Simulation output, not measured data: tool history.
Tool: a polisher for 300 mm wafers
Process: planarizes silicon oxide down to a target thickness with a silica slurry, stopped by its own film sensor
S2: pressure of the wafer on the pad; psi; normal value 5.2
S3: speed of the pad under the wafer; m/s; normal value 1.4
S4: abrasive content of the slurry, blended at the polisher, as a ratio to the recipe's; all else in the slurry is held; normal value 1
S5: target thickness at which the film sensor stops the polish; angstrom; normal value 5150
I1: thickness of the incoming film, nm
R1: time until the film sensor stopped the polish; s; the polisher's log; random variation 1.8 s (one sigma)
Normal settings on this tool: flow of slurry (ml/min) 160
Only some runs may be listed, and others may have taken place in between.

run 1 day=0 | flow_of_slurry_(ml/min)=160 S2=5.2 S3=1.4 S4=1 S5=5150 | I1=1069.6 | R1=134.7
run 2 day=1.267 | flow_of_slurry_(ml/min)=160 S2=6.4 S3=1.4 S4=1 S5=4340 | I1=1090.5 | R1=133.1
run 3 day=2.35 | flow_of_slurry_(ml/min)=160 S2=6.4 S3=1.4 S4=1 S5=4340 | I1=1082.2 | R1=133.2
-- day=2.533 slurry blender recalibrated
-- day=3.092 conditioning disc replaced and pad reconditioned
-- day=4.042 head pressure recalibrated
run 4 day=5.096 | flow_of_slurry_(ml/min)=160 S2=6.4 S3=1.4 S4=1 S5=4340 | I1=1082.8 | R1=111
run 5 day=6.938 | flow_of_slurry_(ml/min)=160 S2=5.2 S3=1.4 S4=1 S5=5150 | I1=1056 | R1=112.4
-- day=7.175 worn pad replaced by a new one
run 6 day=9.188 | flow_of_slurry_(ml/min)=160 S2=5.2 S3=1.4 S4=1 S5=5150 | I1=1097 | R1=124.5
run 7 day=11.708 | flow_of_slurry_(ml/min)=160 S2=5.2 S3=1.4 S4=1 S5=5150 | I1=1066 | R1=122.1
-- day=13.592 slurry nozzle cleaned
run 8 day=16.4 | flow_of_slurry_(ml/min)=205 S2=5.2 S3=1.16 S4=1 S5=5150 | I1=1094.9 | R1=149.3
-- day=17.4 conditioning disc replaced and pad reconditioned
run 9 day=18.242 | flow_of_slurry_(ml/min)=135 S2=6.2 S3=1.4 S4=1 S5=5150 | I1=1077.8 | R1=104.2
-- day=18.346 slurry blender recalibrated
run 10 day=20.221 | flow_of_slurry_(ml/min)=180 S2=5.2 S3=1.4 S4=0.75 S5=5690 | I1=1066.6 | R1=113.9
run 11 day=23.121 | flow_of_slurry_(ml/min)=125 S2=5.2 S3=1.4 S4=0.9 S5=5150 | I1=1095.2 | R1=134.9
run 12 day=24.338 | flow_of_slurry_(ml/min)=160 S2=6.4 S3=1.4 S4=1 S5=4340 | I1=1087.4 | R1=119.7
-- day=24.779 worn pad replaced by a new one
-- day=26.333 head pressure recalibrated
run 13 day=26.95 | flow_of_slurry_(ml/min)=160 S2=5.2 S3=1.4 S4=1 S5=5150 | I1=1075.1 | R1=124.6
-- day=27.688 slurry nozzle cleaned
run 14 day=29.712 | flow_of_slurry_(ml/min)=160 S2=5.2 S3=1.84 S4=1 S5=5150 | I1=1088 | R1=116.3
run 15 day=30.829 | flow_of_slurry_(ml/min)=160 S2=5.2 S3=1.16 S4=1 S5=4080 | I1=1083.2 | R1=182.6
-- day=31.85 slurry blender recalibrated
run 16 day=32.717 | flow_of_slurry_(ml/min)=160 S2=5.2 S3=1.4 S4=1 S5=5150 | I1=1070.7 | R1=136.8
-- day=33.658 conditioning disc replaced and pad reconditioned
run 17 day=35.517 | flow_of_slurry_(ml/min)=195 S2=5.2 S3=1.74 S4=1 S5=5150 | I1=1082.9 | R1=98.5
run 18 day=37.046 | flow_of_slurry_(ml/min)=160 S2=6.4 S3=1.4 S4=1 S5=4340 | I1=1099.9 | R1=114.4
run 19 day=38.338 | flow_of_slurry_(ml/min)=160 S2=5.2 S3=1.4 S4=0.9 S5=5150 | I1=1091 | R1=128.7
-- day=42.283 worn pad replaced by a new one
-- day=44.167 slurry nozzle cleaned
run 20 day=44.642 | flow_of_slurry_(ml/min)=160 S2=5.2 S3=1.4 S4=1 S5=5150 | I1=1095.8 | R1=130.5
-- day=46.588 slurry blender recalibrated
run 21 day=47.042 | flow_of_slurry_(ml/min)=160 S2=4.6 S3=1.24 S4=1.2 S5=5150 | I1=1082.4 | R1=154
-- day=48.908 conditioning disc replaced and pad reconditioned
run 22 day=50.029 | flow_of_slurry_(ml/min)=160 S2=5.2 S3=1.22 S4=0.75 S5=5150 | I1=1078.9 | R1=144.5
run 23 day=51.354 | flow_of_slurry_(ml/min)=160 S2=6.3 S3=1.4 S4=1.1 S5=5690 | I1=1097.2 | R1=87.9
-- day=51.688 head pressure recalibrated
run 24 day=52.596 | flow_of_slurry_(ml/min)=110 S2=4.2 S3=1.4 S4=1 S5=3450 | I1=1081.8 | R1=205.1
run 25 day=54.588 | flow_of_slurry_(ml/min)=160 S2=5.2 S3=1.14 S4=1 S5=6630 | I1=1066.4 | R1=100.3
-- day=56.417 worn pad replaced by a new one
run 26 day=56.792 | flow_of_slurry_(ml/min)=160 S2=5.2 S3=1.76 S4=0.7 S5=5150 | I1=1087.3 | R1=118.2

3 options for the next run, each taken on its own from the tool as it stands now. Forecast them:
run A day=56.812 | flow_of_slurry_(ml/min)=160 S2=5.2 S3=1.4 S4=1 S5=5150 | I1=1076.1 | R1=?
run B day=56.812 | flow_of_slurry_(ml/min)=160 S2=4.6 S3=1.4 S4=1 S5=5150 | I1=1076.1 | R1=?
run C day=56.812 | flow_of_slurry_(ml/min)=135 S2=5.2 S3=1.4 S4=1 S5=4180 | I1=1076.1 | R1=?

run=A R1=119.7
run=B R1=134.1
run=C R1=144.2
Take away the tool's hidden state, keep each run's random variation, and the runs would have read:
run=A R1=113.7
run=B R1=128
run=C R1=137
